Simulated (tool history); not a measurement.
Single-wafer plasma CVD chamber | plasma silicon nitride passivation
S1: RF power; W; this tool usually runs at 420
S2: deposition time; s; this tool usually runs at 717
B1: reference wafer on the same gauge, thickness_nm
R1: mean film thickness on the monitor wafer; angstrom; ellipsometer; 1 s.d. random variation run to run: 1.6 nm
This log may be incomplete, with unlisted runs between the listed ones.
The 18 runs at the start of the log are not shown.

run   hour   S1   S2        B1        R1
 19  225.8  420  717  1130.083  10893.95
 20  231.8  390  651  1130.350   9721.82
 21  239.3  420  717  1130.000  10909.90
 22  246.0  420  717  1129.958  10893.39
 23  261.7  420  785  1130.153  11916.50
 24  270.5  500  830  1129.721  13255.04
     282.7  -- showerhead replaced
 25  283.2  350  717  1129.504  10358.13
 26  294.0  340  717  1130.234  10325.87
 27  308.5  350  625  1130.043   9047.72
 28  318.0  360  717  1129.803  10469.35
 29  327.3  355  591  1130.417   8574.82
 30  334.3  370  810  1129.727  11882.88
 31  343.7  345  576  1129.968   8297.94
 32  353.0  380  717  1129.884  10628.96
 33  369.9  365  803  1130.255  11760.53
 34  381.8  385  574  1129.783   8507.90
 35  389.0  340  802  1130.147  11497.55
 36  403.7  420  717  1130.003  10839.77
 37  420.7  420  717  1129.724  10867.52
 38  434.8  355  717  1130.161  10370.82
 39  451.4  420  717  1129.919  10845.90
 40  468.7  420  592  1129.926   8965.78
 41  479.8  420  854  1130.071  12910.21
 42  493.7  340  620  1130.139   8869.85
 43  510.3  420  717  1129.601  10854.70

Consider 5 possible next runs. They are alternatives, not a sequence: every one starts from the tool as it was left by run 43. What does each give?
  A  510.9  440  717   ?   ?
  B  510.9  420  609   ?   ?
  C  510.9  480  581   ?   ?
  D  510.9  475  717   ?   ?
  E  510.9  345  659   ?   ?

run        B1        R1
  A  1129.809  10948.65
  B  1129.809   9183.40
  C  1129.809   9084.21
  D  1129.809  11178.66
  E  1129.809   9429.77
With the hidden condition removed and each run's random variation left untouched, the same runs would have given:
run        R1
  A  11063.14
  B   9279.43
  C   9179.20
  D  11295.56
  E   9528.38
